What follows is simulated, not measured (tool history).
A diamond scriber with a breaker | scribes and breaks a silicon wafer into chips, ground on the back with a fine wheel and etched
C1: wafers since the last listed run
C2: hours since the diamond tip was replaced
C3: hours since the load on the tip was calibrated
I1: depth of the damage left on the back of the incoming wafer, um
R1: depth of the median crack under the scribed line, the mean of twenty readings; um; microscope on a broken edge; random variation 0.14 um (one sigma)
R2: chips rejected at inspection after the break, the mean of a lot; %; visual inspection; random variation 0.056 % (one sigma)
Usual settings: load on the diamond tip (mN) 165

Run 1, hour 0: usual settings but load on the diamond tip (mN) 129; C1 0; C2 520.7; C3 1232.9; I1 0.66. Result: R1 10.94 um, R2 4.89 %.
Run 2, hour 35: usual settings but load on the diamond tip (mN) 126; C1 186; C2 555.7; C3 1267.9; I1 0.54. Result: R1 10.6 um, R2 6.01 %.
Run 3, hour 74.2: usual settings but load on the diamond tip (mN) 126; C1 208; C2 594.9; C3 1307.1; I1 0.66. Result: R1 10.88 um, R2 5.79 %.
Run 4, hour 98.4: usual settings; C1 128; C2 619.1; C3 1331.3; I1 0.34. Result: R1 13.17 um, R2 1.05 %.
Run 5, hour 148.5: usual settings; C1 266; C2 669.2; C3 1381.4; I1 0.36. Result: R1 13.26 um, R2 1.08 %.
Run 6, hour 190.8: usual settings; C1 225; C2 711.5; C3 1423.7; I1 0.45. Result: R1 13.14 um, R2 1.07 %.
Run 7, hour 242.4: usual settings but load on the diamond tip (mN) 204; C1 274; C2 763.1; C3 1475.3; I1 0.32. Result: R1 15.46 um, R2 3.38 %.
Run 8, hour 270.1: usual settings but load on the diamond tip (mN) 204; C1 147; C2 790.8; C3 1503; I1 0.6. Result: R1 15.21 um, R2 3.05 %.
Run 9, hour 309.6: usual settings but load on the diamond tip (mN) 149; C1 210; C2 830.3; C3 1542.5; I1 0.43. Result: R1 12.05 um, R2 2.61 %.
Run 10, hour 346.5: usual settings; C1 196; C2 867.2; C3 1579.4; I1 0.46. Result: R1 12.86 um, R2 1.18 %.
At hour 367.1: diamond tip replaced by a new one.
Run 11, hour 377.5: usual settings; C1 154; C2 10.4; C3 1610.4; I1 0.73. Result: R1 14.65 um, R2 2.36 %.
Run 12, hour 439.6: usual settings but load on the diamond tip (mN) 195; C1 330; C2 72.5; C3 1672.5; I1 0.38. Result: R1 16.84 um, R2 7.17 %.
Run 13, hour 471.3: usual settings; C1 168; C2 104.2; C3 1704.2; I1 0.64. Result: R1 14.56 um, R2 1.92 %.
Run 14, hour 523.4: usual settings but load on the diamond tip (mN) 146; C1 277; C2 156.3; C3 1756.3; I1 0.55. Result: R1 13.05 um, R2 1.08 %.
Run 15, hour 550.7: usual settings; C1 145; C2 183.6; C3 1783.6; I1 0.59. Result: R1 14.48 um, R2 1.93 %.
Run 16, hour 621.4: usual settings but load on the diamond tip (mN) 121; C1 376; C2 254.3; C3 1854.3; I1 0.48. Result: R1 11.06 um, R2 4.93 %.
Run 17, hour 647.9: usual settings but load on the diamond tip (mN) 212; C1 141; C2 280.8; C3 1880.8; I1 0.55. Result: R1 17.23 um, R2 8.66 %.
Run 18, hour 713.4: usual settings but load on the diamond tip (mN) 140; C1 348; C2 346.3; C3 1946.3; I1 0.41. Result: R1 12.24 um, R2 1.76 %.
At hour 721: load on the tip recalibrated.
Run 19, hour 773.4: usual settings but load on the diamond tip (mN) 128; C1 309; C2 406.3; C3 52.4; I1 0.64. Result: R1 10.28 um, R2 8.89 %.
Run 20, hour 835.1: usual settings; C1 328; C2 468; C3 114.1; I1 0.44. Result: R1 12.58 um, R2 1.44 %.
Run 21, hour 876.4: usual settings but load on the diamond tip (mN) 152; C1 220; C2 509.3; C3 155.4; I1 0.48. Result: R1 11.91 um, R2 2.61 %.
Run 22, hour 904.1: usual settings but load on the diamond tip (mN) 200; C1 147; C2 537; C3 183.1; I1 0.43. Result: R1 14.59 um, R2 2.19 %.

Hidden state at the last listed run before each entry between runs and at the first one after, where it differs:
Between runs 10 and 11: diamond tip replaced by a new one (hour 367.1)
  share of the diamond tip's cutting effectiveness lost through wear, %: 20.6 -> 0.965
  measured less the result without the state, R1: -0.51 -> +1.51 um; R2: +0.15 -> +1.27 %
Between runs 18 and 19: load on the tip recalibrated (hour 721)
  share of the diamond tip's cutting effectiveness lost through wear, %: 8.26 -> 9.57; deviation of the load on the tip from its setpoint, %: 16.2 -> 1.84
  measured less the result without the state, R1: +0.73 -> -0.56 um; R2: -1.45 -> +2.72 %
